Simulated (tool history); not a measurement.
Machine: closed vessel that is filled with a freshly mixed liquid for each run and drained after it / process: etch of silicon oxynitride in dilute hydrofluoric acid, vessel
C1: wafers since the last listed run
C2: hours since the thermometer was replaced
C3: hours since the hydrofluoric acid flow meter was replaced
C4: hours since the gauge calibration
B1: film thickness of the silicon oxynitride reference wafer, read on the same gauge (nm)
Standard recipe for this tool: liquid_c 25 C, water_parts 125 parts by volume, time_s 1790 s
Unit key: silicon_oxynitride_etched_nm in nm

{"run": 1, "hour": 0.0, "liquid_c": 25, "water_parts": 110, "time_s": 1790, "C1": 0, "C2": 1632.9, "C3": 229.8, "C4": 171, "B1": 149.99, "silicon_oxynitride_etched_nm": 66.23}
{"run": 2, "hour": 10.9, "liquid_c": 25, "water_parts": 110, "time_s": 1790, "C1": 498, "C2": 1643.8, "C3": 240.7, "C4": 181.9, "B1": 150.04, "silicon_oxynitride_etched_nm": 66.29}
{"run": 3, "hour": 21.6, "liquid_c": 25, "water_parts": 110, "time_s": 1790, "C1": 489, "C2": 1654.5, "C3": 251.4, "C4": 192.6, "B1": 150.02, "silicon_oxynitride_etched_nm": 66.75}
{"run": 4, "hour": 28.6, "liquid_c": 21, "water_parts": 125, "time_s": 1790, "C1": 320, "C2": 1661.5, "C3": 258.4, "C4": 199.6, "B1": 149.99, "silicon_oxynitride_etched_nm": 47.18}
{"run": 5, "hour": 45.6, "liquid_c": 21, "water_parts": 125, "time_s": 1790, "C1": 777, "C2": 1678.5, "C3": 275.4, "C4": 216.6, "B1": 149.99, "silicon_oxynitride_etched_nm": 48.19}
{"hour": 88.2, "done": "gauge calibrated"}
{"run": 6, "hour": 90.8, "liquid_c": 21, "water_parts": 125, "time_s": 1790, "C1": 2068, "C2": 1723.7, "C3": 320.6, "C4": 2.6, "B1": 150.03, "silicon_oxynitride_etched_nm": 48.53}
{"run": 7, "hour": 101.6, "liquid_c": 25, "water_parts": 125, "time_s": 1790, "C1": 494, "C2": 1734.5, "C3": 331.4, "C4": 13.4, "B1": 150.01, "silicon_oxynitride_etched_nm": 58.17}
{"run": 8, "hour": 117.7, "liquid_c": 25, "water_parts": 160, "time_s": 1300, "C1": 736, "C2": 1750.6, "C3": 347.5, "C4": 29.5, "B1": 150.01, "silicon_oxynitride_etched_nm": 32.79}
{"run": 9, "hour": 124.6, "liquid_c": 25, "water_parts": 125, "time_s": 1790, "C1": 315, "C2": 1757.5, "C3": 354.4, "C4": 36.4, "B1": 150.01, "silicon_oxynitride_etched_nm": 58.89}
{"run": 10, "hour": 142.2, "liquid_c": 25, "water_parts": 175, "time_s": 1790, "C1": 805, "C2": 1775.1, "C3": 372, "C4": 54, "B1": 150.03, "silicon_oxynitride_etched_nm": 40.65}
{"run": 11, "hour": 155.3, "liquid_c": 25, "water_parts": 125, "time_s": 1790, "C1": 599, "C2": 1788.2, "C3": 385.1, "C4": 67.1, "B1": 150.05, "silicon_oxynitride_etched_nm": 59.37}
{"run": 12, "hour": 167.2, "liquid_c": 25, "water_parts": 110, "time_s": 1790, "C1": 544, "C2": 1800.1, "C3": 397, "C4": 79, "B1": 150, "silicon_oxynitride_etched_nm": 68.68}
{"run": 13, "hour": 174.6, "liquid_c": 25, "water_parts": 165, "time_s": 2620, "C1": 338, "C2": 1807.5, "C3": 404.4, "C4": 86.4, "B1": 149.99, "silicon_oxynitride_etched_nm": 63.91}
{"run": 14, "hour": 192.0, "liquid_c": 25, "water_parts": 110, "time_s": 1790, "C1": 796, "C2": 1824.9, "C3": 421.8, "C4": 103.8, "B1": 149.99, "silicon_oxynitride_etched_nm": 69.25}
{"run": 15, "hour": 198.3, "liquid_c": 25, "water_parts": 125, "time_s": 2560, "C1": 288, "C2": 1831.2, "C3": 428.1, "C4": 110.1, "B1": 150.03, "silicon_oxynitride_etched_nm": 84.64}
{"run": 16, "hour": 207.1, "liquid_c": 28, "water_parts": 95, "time_s": 1110, "C1": 402, "C2": 1840, "C3": 436.9, "C4": 118.9, "B1": 149.98, "silicon_oxynitride_etched_nm": 58.26}
{"run": 17, "hour": 214.2, "liquid_c": 25, "water_parts": 125, "time_s": 1205, "C1": 324, "C2": 1847.1, "C3": 444, "C4": 126, "B1": 150, "silicon_oxynitride_etched_nm": 40.79}
{"hour": 217.9, "done": "hydrofluoric acid flow meter replaced"}
{"hour": 224.2, "done": "thermometer replaced"}
{"run": 18, "hour": 231.8, "liquid_c": 27.5, "water_parts": 125, "time_s": 1790, "C1": 713, "C2": 7.6, "C3": 13.9, "C4": 143.6, "B1": 149.99, "silicon_oxynitride_etched_nm": 62.81}
{"run": 19, "hour": 248.0, "liquid_c": 21, "water_parts": 180, "time_s": 1410, "C1": 741, "C2": 23.8, "C3": 30.1, "C4": 159.8, "B1": 150.02, "silicon_oxynitride_etched_nm": 24.24}
{"run": 20, "hour": 255.2, "liquid_c": 21.5, "water_parts": 155, "time_s": 2300, "C1": 329, "C2": 31, "C3": 37.3, "C4": 167, "B1": 150.02, "silicon_oxynitride_etched_nm": 48.22}
{"run": 21, "hour": 268.5, "liquid_c": 25, "water_parts": 125, "time_s": 1790, "C1": 608, "C2": 44.3, "C3": 50.6, "C4": 180.3, "B1": 149.94, "silicon_oxynitride_etched_nm": 56.03}
{"run": 22, "hour": 276.6, "liquid_c": 25, "water_parts": 125, "time_s": 2850, "C1": 370, "C2": 52.4, "C3": 58.7, "C4": 188.4, "B1": 150.02, "silicon_oxynitride_etched_nm": 90.2}
{"run": 23, "hour": 289.0, "liquid_c": 28, "water_parts": 125, "time_s": 2150, "C1": 567, "C2": 64.8, "C3": 71.1, "C4": 200.8, "B1": 149.99, "silicon_oxynitride_etched_nm": 76.91}

How the hidden state differs across the entries between the runs, from the last listed run before each to the first after it:
From run 5 to run 6: gauge calibrated (hour 88.2)
  hydrofluoric acid flow above the setpoint (%): 5.1 -> 5.89
  measured result minus the result with no hidden state, silicon_oxynitride_etched_nm: +2.54 -> +2.93 nm
From run 17 to run 18: hydrofluoric acid flow meter replaced (hour 217.9); thermometer replaced (hour 224.2)
  hydrofluoric acid flow above the setpoint (%): 8.05 -> 1.45
  measured result minus the result with no hidden state, silicon_oxynitride_etched_nm: +3.34 -> +1 nm
